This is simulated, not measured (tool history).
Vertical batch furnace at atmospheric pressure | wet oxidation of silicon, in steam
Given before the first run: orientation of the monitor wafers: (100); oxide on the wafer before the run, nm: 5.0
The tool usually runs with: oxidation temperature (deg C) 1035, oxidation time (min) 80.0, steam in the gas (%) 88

run,hour,oxidation temperature (deg C),oxidation time (min),steam in the gas (%),"read-back reference wafer on the same gauge, thickness",oxide thickness on the monitor wafer (Å)
1,0.0,1035,80.0,88,492.93,5640.4
2,24.9,1035,80.0,88,493.16,5641.8
3,59.8,1035,80.0,88,493.11,5623.0
4,126.3,1035,106.5,82,492.29,6416.2
5,185.1,1035,106.5,82,493.22,6387.2
6,254.7,1035,106.5,82,492.57,6401.2
# hour 314.4: thermocouples replaced and temperature profile calibrated
7,314.9,1035,80.0,88,492.34,5606.4
8,370.0,1035,80.0,90,492.66,5703.5
# hour 391.2: gauge calibrated
9,407.0,1035,80.0,90,493.17,5669.7
10,458.4,1035,80.0,88,493.36,5615.7
11,492.3,1014,106.5,77,493.60,5450.7
12,532.7,1054,58.5,88,492.62,5133.4

For run 13, what comes out?
13,574.9,1025,117.0,81,?,?

read-back reference wafer on the same gauge, thickness: 493.50
oxide thickness on the monitor wafer (Å): 6353.7
The same run, on a tool lacking any hidden state, would have yielded oxide thickness on the monitor wafer (Å) 6353.7.

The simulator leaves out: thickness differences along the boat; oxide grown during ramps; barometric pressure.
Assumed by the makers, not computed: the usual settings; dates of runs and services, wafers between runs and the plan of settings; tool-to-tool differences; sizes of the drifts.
